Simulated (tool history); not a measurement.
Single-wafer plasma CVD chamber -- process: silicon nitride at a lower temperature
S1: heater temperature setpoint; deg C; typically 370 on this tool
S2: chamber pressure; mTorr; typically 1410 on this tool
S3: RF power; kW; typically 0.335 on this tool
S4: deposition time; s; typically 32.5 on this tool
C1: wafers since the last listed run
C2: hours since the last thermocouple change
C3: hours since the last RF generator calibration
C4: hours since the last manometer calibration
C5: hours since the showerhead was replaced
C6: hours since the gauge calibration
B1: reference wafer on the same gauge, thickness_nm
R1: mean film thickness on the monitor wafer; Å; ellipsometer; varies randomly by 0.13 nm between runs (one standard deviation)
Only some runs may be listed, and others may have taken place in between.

run,day,S1,S2,S3,S4,C1,C2,C3,C4,C5,C6,B1,R1
1,0.000,360,1410,0.335,35.0,0,1449.6,49.3,1149.3,7226.7,739.0,45.285,459.60
2,4.050,370,1410,0.315,34.6,1890,1546.8,146.5,1246.5,7323.9,836.2,45.236,430.33
3,6.454,370,1410,0.300,32.5,1122,1604.5,204.2,1304.2,7381.6,893.9,45.199,383.69
4,9.542,370,1410,0.335,32.5,1441,1678.6,278.3,1378.3,7455.7,968.0,45.096,425.85
5,12.396,370,1410,0.335,32.5,1332,1747.1,346.8,1446.8,7524.2,1036.5,45.075,421.88
6,15.354,370,1410,0.335,32.5,1380,1818.1,417.8,1517.8,7595.2,1107.5,45.025,423.33
7,18.058,370,1410,0.335,32.5,1262,1883.0,482.7,1582.7,7660.1,1172.4,44.985,424.30
# day 20.667: showerhead replaced
8,22.150,370,1410,0.335,32.5,1754,1981.2,580.9,1680.9,35.6,1270.6,44.918,423.21
9,26.050,370,1410,0.335,32.5,1820,2074.8,674.5,1774.5,129.2,1364.2,44.806,421.33
10,28.029,370,1410,0.335,32.5,923,2122.3,722.0,1822.0,176.7,1411.7,44.780,422.29
# day 28.175: gauge calibrated
11,30.712,370,1500,0.335,32.5,1252,2186.7,786.4,1886.4,241.1,60.9,45.753,441.94
12,43.625,376,1590,0.335,27.7,6027,2496.6,1096.3,2196.3,551.0,370.8,45.535,381.70
# day 45.054: RF generator calibrated
13,48.088,370,1300,0.335,30.4,1927,2603.7,72.8,2303.4,658.1,477.9,45.442,382.63
# day 50.662: thermocouple changed; heater temperature recalibrated
14,50.896,380,1140,0.300,37.0,1155,5.6,140.2,2370.8,725.5,545.3,45.421,391.67
15,53.675,370,1170,0.335,32.5,1297,72.3,206.9,2437.5,792.2,612.0,45.374,386.31
16,55.283,381,1620,0.275,32.5,750,110.9,245.5,2476.1,830.8,650.6,45.347,372.92
17,57.675,365,1550,0.335,32.5,1116,168.3,302.9,2533.5,888.2,708.0,45.297,443.60
18,61.638,377,1410,0.335,26.0,1849,263.4,398.0,2628.6,983.3,803.1,45.200,340.73
# day 63.783: capacitance manometer re-zeroed and calibrated
19,64.679,370,1410,0.335,32.5,1264,336.4,471.0,21.5,1056.3,876.1,45.157,425.96
20,67.958,365,1700,0.300,37.6,1530,415.1,549.7,100.2,1135.0,954.8,45.105,479.53
21,69.562,370,1410,0.315,32.5,748,453.6,588.2,138.7,1173.5,993.3,45.056,399.77
22,72.421,370,1410,0.335,32.5,1334,522.2,656.8,207.3,1242.1,1061.9,45.015,424.21
23,75.533,370,1410,0.335,35.5,1452,596.9,731.5,282.0,1316.8,1136.6,44.953,462.99
24,78.704,370,1410,0.335,32.5,1480,673.0,807.6,358.1,1392.9,1212.7,44.890,421.01
25,80.325,370,1290,0.335,32.5,756,711.9,846.5,397.0,1431.8,1251.6,44.874,402.29
# day 81.583: RF generator calibrated
26,82.283,370,1610,0.355,32.5,758,758.9,16.8,444.0,1478.8,1298.6,44.850,468.93
27,84.429,361,1520,0.315,29.8,1001,810.4,68.3,495.5,1530.3,1350.1,44.782,378.81
# day 86.012: gauge calibrated
28,87.312,385,1630,0.380,37.2,1345,879.6,137.5,564.7,1599.5,31.2,46.134,582.98

Branching from run 28: 4 alternative next runs. What would each branch give?
A,87.329,370,1410,0.335,32.5,7,880.0,137.9,565.1,1599.9,31.6,?,?
B,87.329,370,1410,0.335,27.0,7,880.0,137.9,565.1,1599.9,31.6,?,?
C,87.329,370,1410,0.335,36.6,7,880.0,137.9,565.1,1599.9,31.6,?,?
D,87.329,370,1410,0.365,32.5,7,880.0,137.9,565.1,1599.9,31.6,?,?

run,B1,R1
A,46.097,433.28
B,46.097,360.10
C,46.097,487.81
D,46.097,466.00
Without the tool's hidden state the same runs would have given:
run,R1
A,431.49
B,358.62
C,485.80
D,464.08
